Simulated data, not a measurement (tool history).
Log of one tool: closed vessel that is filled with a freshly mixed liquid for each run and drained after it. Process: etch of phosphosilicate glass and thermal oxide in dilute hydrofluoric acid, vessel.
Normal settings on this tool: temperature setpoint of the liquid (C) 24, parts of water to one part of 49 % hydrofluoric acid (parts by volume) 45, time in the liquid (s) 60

run	day	temperature setpoint of the liquid (C)	parts of water to one part of 49 % hydrofluoric acid (parts by volume)	time in the liquid (s)	read-back film thickness of the phosphosilicate glass reference wafer, read on the same gauge (nm)	read-back film thickness of the thermal oxide reference wafer, read on the same gauge (nm)	thickness taken off the phosphosilicate glass on a monitor wafer (nm)	thickness taken off the thermal oxide on a monitor wafer (nm)
1	0	24	45	60	90	40.01	276.47	6.56
2	5.254	24	45	60	90	39.98	276	6.61
3	9.7	26	55	60	89.99	40.01	241.18	5.71
# day 10.779: thermometer replaced
4	11.862	24	45	80	90.01	40	362.53	8.78
5	14.425	24	45	80	90	40	364.87	8.73
6	16.012	24	60	60	90.02	40.02	202.3	4.86
7	18.938	24	45	60	90	39.99	272.16	6.57
8	21.783	24	45	60	90.01	40.03	276.29	6.59
# day 24.667: gauge calibrated
9	25.733	24	45	60	90	39.98	274.2	6.5
10	28.175	24	45	60	89.99	39.98	271.97	6.63
11	29.942	27.5	30	70	90	40.03	559.09	13.46
12	32.138	24	30	60	90.01	40	424.96	10.14
# day 32.192: hydrofluoric acid flow meter replaced
13	36.162	24	45	60	90.02	40	272.52	6.67
# day 38.604: thermometer replaced
14	40.158	24	45	45	90.02	40.02	208.17	5.01
15	42.621	24	45	30	90.01	39.98	138.42	3.27

Run 16 is up next; what results do you expect?
16	45.512	27	40	60	?	?	?	?

{"run 16": {"read-back film thickness of the phosphosilicate glass reference wafer, read on the same gauge (nm)": 90.04, "read-back film thickness of the thermal oxide reference wafer, read on the same gauge (nm)": 40.02, "thickness taken off the phosphosilicate glass on a monitor wafer (nm)": 349.84, "thickness taken off the thermal oxide on a monitor wafer (nm)": 8.38}}
Were there no unlogged condition in the tool, this run, its random variation unchanged, would have produced thickness taken off the phosphosilicate glass on a monitor wafer (nm) 349.84, thickness taken off the thermal oxide on a monitor wafer (nm) 8.38.
